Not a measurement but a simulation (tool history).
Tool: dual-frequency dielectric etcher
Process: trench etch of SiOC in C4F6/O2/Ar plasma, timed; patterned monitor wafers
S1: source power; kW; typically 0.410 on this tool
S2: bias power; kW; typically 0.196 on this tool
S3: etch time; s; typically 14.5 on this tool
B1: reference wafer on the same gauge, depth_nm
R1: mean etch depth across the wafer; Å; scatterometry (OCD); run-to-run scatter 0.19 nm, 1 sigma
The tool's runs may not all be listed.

run 1 day=0.000 | S1=0.440 S2=0.196 S3=14.5 | B1=33.82 | R1=313.3
run 2 day=0.471 | S1=0.440 S2=0.196 S3=14.5 | B1=33.84 | R1=311.8
run 3 day=0.938 | S1=0.440 S2=0.196 S3=14.5 | B1=33.81 | R1=309.1
run 4 day=1.267 | S1=0.410 S2=0.196 S3=14.5 | B1=33.78 | R1=305.2
run 5 day=1.538 | S1=0.410 S2=0.196 S3=16.5 | B1=33.84 | R1=339.3
run 6 day=1.888 | S1=0.410 S2=0.196 S3=16.5 | B1=33.81 | R1=339.5
run 7 day=2.554 | S1=0.410 S2=0.196 S3=14.5 | B1=33.82 | R1=302.8
run 8 day=2.946 | S1=0.410 S2=0.196 S3=14.5 | B1=33.81 | R1=302.3
run 9 day=3.288 | S1=0.410 S2=0.196 S3=14.5 | B1=33.80 | R1=301.3
run 10 day=3.854 | S1=0.410 S2=0.196 S3=14.5 | B1=33.76 | R1=299.3
run 11 day=4.433 | S1=0.410 S2=0.196 S3=14.5 | B1=33.84 | R1=300.8
run 12 day=4.946 | S1=0.410 S2=0.196 S3=14.5 | B1=33.81 | R1=299.8
-- day=5.329 gauge calibrated
run 13 day=5.542 | S1=0.410 S2=0.196 S3=14.5 | B1=33.81 | R1=298.6
run 14 day=5.904 | S1=0.410 S2=0.196 S3=14.5 | B1=33.78 | R1=301.3
run 15 day=6.383 | S1=0.410 S2=0.196 S3=14.5 | B1=33.84 | R1=299.4
run 16 day=7.121 | S1=0.330 S2=0.228 S3=11.0 | B1=33.79 | R1=224.4
run 17 day=7.654 | S1=0.410 S2=0.157 S3=19.0 | B1=33.78 | R1=361.3

Run 18 has not been measured yet. What should we expect?
run 18 day=7.921 | S1=0.410 S2=0.196 S3=14.5 | B1=? | R1=?

{"run 18": {"B1": 33.82, "R1": 301.8}}
Were there no unlogged condition in the tool, this run, its random variation unchanged, would have produced R1 315.3 Å.
